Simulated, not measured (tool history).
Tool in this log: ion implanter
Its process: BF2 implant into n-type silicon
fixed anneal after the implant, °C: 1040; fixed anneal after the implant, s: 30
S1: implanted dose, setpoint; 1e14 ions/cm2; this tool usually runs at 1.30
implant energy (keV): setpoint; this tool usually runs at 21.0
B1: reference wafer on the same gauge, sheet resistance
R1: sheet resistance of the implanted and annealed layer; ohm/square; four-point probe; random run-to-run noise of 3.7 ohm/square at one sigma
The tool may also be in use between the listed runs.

{"run": 1, "hour": 0.0, "S1": 1.3, "implant energy (keV)": 21.0, "B1": 788.37, "R1": 790.57}
{"run": 2, "hour": 25.8, "S1": 1.3, "implant energy (keV)": 21.0, "B1": 787.21, "R1": 794.21}
{"run": 3, "hour": 66.2, "S1": 1.3, "implant energy (keV)": 21.0, "B1": 788.18, "R1": 796.86}
{"run": 4, "hour": 93.4, "S1": 1.16, "implant energy (keV)": 24.5, "B1": 787.58, "R1": 855.53}
{"run": 5, "hour": 160.0, "S1": 1.16, "implant energy (keV)": 24.5, "B1": 788.38, "R1": 866.76}
{"run": 6, "hour": 184.5, "S1": 1.3, "implant energy (keV)": 21.0, "B1": 787.78, "R1": 797.04}
{"run": 7, "hour": 227.4, "S1": 1.3, "implant energy (keV)": 21.0, "B1": 787.86, "R1": 796.73}
{"run": 8, "hour": 271.3, "S1": 1.3, "implant energy (keV)": 21.0, "B1": 788.06, "R1": 801.11}
{"run": 9, "hour": 335.2, "S1": 1.18, "implant energy (keV)": 21.0, "B1": 788.51, "R1": 872.71}
{"run": 10, "hour": 371.3, "S1": 1.18, "implant energy (keV)": 21.0, "B1": 787.59, "R1": 867.7}
{"run": 11, "hour": 426.2, "S1": 1.18, "implant energy (keV)": 21.0, "B1": 788.07, "R1": 882.65}
{"hour": 519.0, "done": "extraction supply calibrated"}
{"hour": 541.2, "done": "Faraday cup replaced and dose calibrated"}
{"run": 12, "hour": 590.6, "S1": 1.3, "implant energy (keV)": 23.5, "B1": 788.14, "R1": 805.84}
{"run": 13, "hour": 628.9, "S1": 1.3, "implant energy (keV)": 21.0, "B1": 787.79, "R1": 832.34}
{"run": 14, "hour": 655.9, "S1": 1.3, "implant energy (keV)": 21.0, "B1": 788.54, "R1": 819.97}
{"run": 15, "hour": 694.2, "S1": 1.3, "implant energy (keV)": 21.0, "B1": 787.56, "R1": 826.45}
{"run": 16, "hour": 749.0, "S1": 1.44, "implant energy (keV)": 25.0, "B1": 787.9, "R1": 740.97}
{"run": 17, "hour": 779.2, "S1": 1.04, "implant energy (keV)": 26.0, "B1": 787.46, "R1": 965.01}
{"hour": 882.3, "done": "Faraday cup replaced and dose calibrated, repeated, since the last time left the tool worse"}
{"run": 18, "hour": 964.1, "S1": 1.3, "implant energy (keV)": 21.0, "B1": 788.74, "R1": 779.69}
{"run": 19, "hour": 1002.6, "S1": 1.02, "implant energy (keV)": 25.0, "B1": 788.07, "R1": 941.39}
{"run": 20, "hour": 1073.2, "S1": 0.96, "implant energy (keV)": 18.5, "B1": 788.04, "R1": 1022.54}
{"run": 21, "hour": 1135.3, "S1": 1.18, "implant energy (keV)": 21.0, "B1": 788.0, "R1": 850.25}
{"hour": 1176.9, "done": "gauge calibrated"}
{"run": 22, "hour": 1226.8, "S1": 1.3, "implant energy (keV)": 21.0, "B1": 787.95, "R1": 781.98}
{"run": 23, "hour": 1270.4, "S1": 0.95, "implant energy (keV)": 26.0, "B1": 788.01, "R1": 985.87}
{"run": 24, "hour": 1337.0, "S1": 1.3, "implant energy (keV)": 25.5, "B1": 787.85, "R1": 763.03}
{"run": 25, "hour": 1391.9, "S1": 1.58, "implant energy (keV)": 18.5, "B1": 787.84, "R1": 675.8}
{"run": 26, "hour": 1417.7, "S1": 1.5, "implant energy (keV)": 14.0, "B1": 788.1, "R1": 727.5}
{"run": 27, "hour": 1450.0, "S1": 1.3, "implant energy (keV)": 15.5, "B1": 788.09, "R1": 817.23}
{"run": 28, "hour": 1496.1, "S1": 1.02, "implant energy (keV)": 14.5, "B1": 788.01, "R1": 1004.4}
{"run": 29, "hour": 1524.2, "S1": 1.51, "implant energy (keV)": 21.0, "B1": 787.93, "R1": 693.76}
{"run": 30, "hour": 1571.1, "S1": 1.44, "implant energy (keV)": 14.5, "B1": 787.51, "R1": 750.9}
{"run": 31, "hour": 1604.0, "S1": 1.3, "implant energy (keV)": 21.0, "B1": 788.49, "R1": 788.05}
{"run": 32, "hour": 1646.4, "S1": 1.01, "implant energy (keV)": 25.0, "B1": 787.68, "R1": 942.95}
{"run": 33, "hour": 1693.7, "S1": 1.0, "implant energy (keV)": 16.0, "B1": 787.85, "R1": 1015.13}
{"run": 34, "hour": 1758.5, "S1": 1.09, "implant energy (keV)": 28.0, "B1": 788.03, "R1": 876.79}
{"run": 35, "hour": 1785.5, "S1": 1.3, "implant energy (keV)": 21.0, "B1": 787.72, "R1": 784.74}
{"run": 36, "hour": 1817.7, "S1": 1.46, "implant energy (keV)": 26.5, "B1": 788.4, "R1": 692.98}

Forecast each of these 5 alternatives for the next run:
{"run": "A", "hour": 1818.1, "S1": 1.57, "implant energy (keV)": 21.0, "B1": "?", "R1": "?"}
{"run": "B", "hour": 1818.1, "S1": 1.66, "implant energy (keV)": 25.5, "B1": "?", "R1": "?"}
{"run": "C", "hour": 1818.1, "S1": 1.3, "implant energy (keV)": 14.0, "B1": "?", "R1": "?"}
{"run": "D", "hour": 1818.1, "S1": 1.54, "implant energy (keV)": 25.0, "B1": "?", "R1": "?"}
{"run": "E", "hour": 1818.1, "S1": 0.98, "implant energy (keV)": 24.5, "B1": "?", "R1": "?"}

run=A B1=788.49 R1=671.33
run=B B1=788.49 R1=627.44
run=C B1=788.49 R1=822.18
run=D B1=788.49 R1=669.63
run=E B1=788.49 R1=976.80
Had the tool no hidden state, the same runs would have come out as:
run=A R1=664.53
run=B R1=621.12
run=C R1=813.75
run=D R1=662.90
run=E R1=967.17
